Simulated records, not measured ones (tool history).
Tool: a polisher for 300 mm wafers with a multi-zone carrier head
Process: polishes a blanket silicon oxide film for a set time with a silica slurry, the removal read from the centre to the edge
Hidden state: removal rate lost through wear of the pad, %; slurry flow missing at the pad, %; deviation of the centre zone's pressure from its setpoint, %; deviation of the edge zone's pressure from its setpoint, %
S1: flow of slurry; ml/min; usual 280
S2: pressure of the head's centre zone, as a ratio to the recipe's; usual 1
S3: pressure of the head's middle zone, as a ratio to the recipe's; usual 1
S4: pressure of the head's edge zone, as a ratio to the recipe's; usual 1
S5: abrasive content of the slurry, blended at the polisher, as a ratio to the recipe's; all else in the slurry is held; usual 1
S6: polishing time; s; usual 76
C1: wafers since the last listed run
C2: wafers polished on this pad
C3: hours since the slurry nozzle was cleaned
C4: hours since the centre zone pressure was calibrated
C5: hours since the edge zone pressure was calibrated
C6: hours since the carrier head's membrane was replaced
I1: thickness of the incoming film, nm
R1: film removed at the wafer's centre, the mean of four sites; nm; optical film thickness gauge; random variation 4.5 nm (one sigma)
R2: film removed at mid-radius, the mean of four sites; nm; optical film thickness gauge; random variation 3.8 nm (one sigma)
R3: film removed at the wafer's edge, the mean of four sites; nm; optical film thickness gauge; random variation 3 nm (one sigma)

run 1 day=0 | S1=280 S2=1 S3=1.06 S4=1 S5=1 S6=94 | C1=0 C2=75 C3=83.8 C4=253.1 C5=113.2 C6=891.4 | I1=1452.4 | R1=385.8 R2=402.3 R3=394.9
run 2 day=1.029 | S1=280 S2=1 S3=1.06 S4=1 S5=1 S6=94 | C1=180 C2=256 C3=108.5 C4=277.8 C5=137.9 C6=916.1 | I1=1430.6 | R1=382.7 R2=405.1 R3=394.1
run 3 day=3.517 | S1=280 S2=0.91 S3=1 S4=1 S5=1.2 S6=76 | C1=436 C2=692 C3=168.2 C4=337.5 C5=197.6 C6=975.8 | I1=1431.4 | R1=293.3 R2=321.5 R3=339.4
run 4 day=5.838 | S1=280 S2=0.91 S3=1 S4=1 S5=1.2 S6=76 | C1=406 C2=1099 C3=223.9 C4=393.2 C5=253.3 C6=1031.5 | I1=1436.6 | R1=297.5 R2=322.4 R3=327.2
run 5 day=7.8 | S1=280 S2=0.91 S3=1 S4=1 S5=1.2 S6=76 | C1=344 C2=1443 C3=271 C4=440.3 C5=300.4 C6=1078.6 | I1=1421 | R1=290.9 R2=311 R3=322.2
run 6 day=9.5 | S1=280 S2=1 S3=1.09 S4=1 S5=1 S6=76 | C1=298 C2=1741 C3=311.8 C4=481.1 C5=341.2 C6=1119.4 | I1=1440.8 | R1=279.4 R2=299.9 R3=287.9
run 7 day=11.183 | S1=280 S2=1 S3=1.06 S4=1 S5=1 S6=76 | C1=295 C2=2036 C3=352.2 C4=521.5 C5=381.6 C6=1159.8 | I1=1441.9 | R1=274.5 R2=289.2 R3=284.8
-- day=12.792 centre zone pressure recalibrated
run 8 day=12.812 | S1=280 S2=1 S3=1 S4=1 S5=1 S6=76 | C1=271 C2=2307 C3=391.3 C4=0.5 C5=420.7 C6=1198.9 | I1=1452.9 | R1=261.4 R2=263.3 R3=276.7
-- day=13.083 worn pad replaced by a new one
run 9 day=14.425 | S1=330 S2=0.91 S3=0.96 S4=0.89 S5=1 S6=76 | C1=253 C2=235 C3=430 C4=39.2 C5=459.4 C6=1237.6 | I1=1437.3 | R1=274 R2=296.5 R3=297.3
run 10 day=19.2 | S1=280 S2=1 S3=1 S4=1 S5=1 S6=76 | C1=837 C2=1072 C3=544.6 C4=153.8 C5=574 C6=1352.2 | I1=1452.7 | R1=285.1 R2=280.2 R3=297.3
-- day=21.908 slurry nozzle cleaned
-- day=25.796 worn pad replaced by a new one
-- day=26.033 edge zone pressure recalibrated
run 11 day=27.783 | S1=280 S2=1 S3=1 S4=1 S5=1 S6=76 | C1=1453 C2=333 C3=141 C4=359.8 C5=42 C6=1558.2 | I1=1442.6 | R1=297.4 R2=302.5 R3=311.3
-- day=28.554 carrier head's membrane replaced by a new one
run 12 day=31.796 | S1=280 S2=1.08 S3=1 S4=1 S5=1 S6=68 | C1=666 C2=1000 C3=237.3 C4=456.1 C5=138.3 C6=77.8 | I1=1422.5 | R1=277.2 R2=261.5 R3=274.1

The next listed run, before its measurement:
run 13 day=34.096 | S1=360 S2=0.96 S3=1 S4=1 S5=1 S6=76 | C1=403 C2=1403 C3=292.5 C4=511.3 C5=193.5 C6=133 | I1=1416 | R1=? R2=? R3=?

R1: 279.2 nm
R2: 294.4 nm
R3: 305.9 nm
Without the tool's hidden state the same run would have given R1 309.9 nm, R2 325.3 nm, R3 334 nm.

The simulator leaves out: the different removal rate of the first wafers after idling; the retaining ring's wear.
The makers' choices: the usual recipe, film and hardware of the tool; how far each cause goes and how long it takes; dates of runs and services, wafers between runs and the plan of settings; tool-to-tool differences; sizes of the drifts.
